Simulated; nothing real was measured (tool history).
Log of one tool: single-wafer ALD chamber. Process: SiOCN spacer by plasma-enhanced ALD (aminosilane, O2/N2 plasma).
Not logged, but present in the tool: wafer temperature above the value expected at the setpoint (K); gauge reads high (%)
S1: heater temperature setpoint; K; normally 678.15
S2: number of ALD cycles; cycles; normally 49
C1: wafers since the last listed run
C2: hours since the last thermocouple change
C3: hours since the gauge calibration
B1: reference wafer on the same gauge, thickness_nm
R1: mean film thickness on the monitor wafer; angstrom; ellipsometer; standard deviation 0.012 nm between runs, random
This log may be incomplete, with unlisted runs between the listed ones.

run	hour	S1	S2	C1	C2	C3	B1	R1
1	0.0	685.15	49	0	1160.7	1433.4	2.978	29.25
2	84.8	685.15	49	394	1245.5	1518.2	2.980	29.16
3	391.4	678.15	52	1427	1552.1	1824.8	2.978	31.58
# hour 480.4: thermocouple changed; heater temperature recalibrated
4	488.3	678.15	52	413	7.9	1921.7	2.985	32.02
5	526.1	678.15	52	175	45.7	1959.5	2.979	32.33
6	690.2	672.15	49	763	209.8	2123.6	2.979	30.68
7	750.4	672.15	49	280	270.0	2183.8	2.977	30.78
8	801.7	672.15	49	238	321.3	2235.1	2.975	30.80
9	903.0	678.15	49	471	422.6	2336.4	2.982	30.17
10	943.0	678.15	49	186	462.6	2376.4	2.981	30.26
11	1011.7	678.15	49	319	531.3	2445.1	2.977	30.11
12	1260.5	678.15	49	1158	780.1	2693.9	2.979	30.13
13	1313.8	678.15	49	248	833.4	2747.2	2.981	30.00
14	1398.1	678.15	49	392	917.7	2831.5	2.978	30.21
15	1485.8	678.15	49	408	1005.4	2919.2	2.976	29.99
16	1733.0	678.15	49	1150	1252.6	3166.4	2.980	30.04
17	1789.9	678.15	49	264	1309.5	3223.3	2.985	29.95
18	1841.8	678.15	45	241	1361.4	3275.2	2.981	27.27
19	1889.9	678.15	45	223	1409.5	3323.3	2.977	27.52
20	1997.5	678.15	49	500	1517.1	3430.9	2.980	29.86
21	2099.8	670.15	58	476	1619.4	3533.2	2.978	36.23
22	2177.6	668.15	55	362	1697.2	3611.0	2.978	34.65
# hour 2215.3: thermocouple changed; heater temperature recalibrated
23	2226.4	678.15	40	189	11.1	3659.8	2.977	24.75
24	2268.0	678.15	49	193	52.7	3701.4	2.981	30.33
# hour 2278.2: gauge calibrated
25	2371.5	678.15	49	481	156.2	93.3	2.980	30.48
26	2466.8	684.15	44	443	251.5	188.6	2.981	26.42
27	2543.6	670.15	42	357	328.3	265.4	2.978	26.42
28	2635.7	689.15	49	428	420.4	357.5	2.976	29.20
29	2741.3	686.15	43	491	526.0	463.1	2.981	25.69
30	2795.9	671.15	41	254	580.6	517.7	2.980	25.83
31	2848.9	669.15	56	246	633.6	570.7	2.984	35.32
32	2917.9	682.15	49	321	702.6	639.7	2.982	29.74
33	2981.9	671.15	56	297	766.6	703.7	2.977	34.98
34	3080.3	678.15	49	458	865.0	802.1	2.982	30.34
35	3156.8	689.15	43	356	941.5	878.6	2.979	25.41
36	3198.0	678.15	49	191	982.7	919.8	2.984	29.99
37	3281.5	667.15	49	388	1066.2	1003.3	2.977	30.90
38	3351.9	688.15	44	327	1136.6	1073.7	2.977	26.08
39	3434.6	667.15	44	384	1219.3	1156.4	2.978	27.78

Had the tool no unlogged condition, and each run kept its random variation, what would the results have been?
run	R1
1	29.54
2	29.49
3	32.09
4	32.11
5	32.42
6	30.68
7	30.78
8	30.80
9	30.29
10	30.38
11	30.24
12	30.32
13	30.21
14	30.44
15	30.26
16	30.40
17	30.34
18	27.65
19	27.91
20	30.35
21	36.50
22	34.74
23	24.77
24	30.34
25	30.50
26	26.44
27	26.42
28	29.24
29	25.74
30	25.83
31	35.32
32	29.84
33	34.98
34	30.49
35	25.56
36	30.17
37	30.90
38	26.29
39	27.78
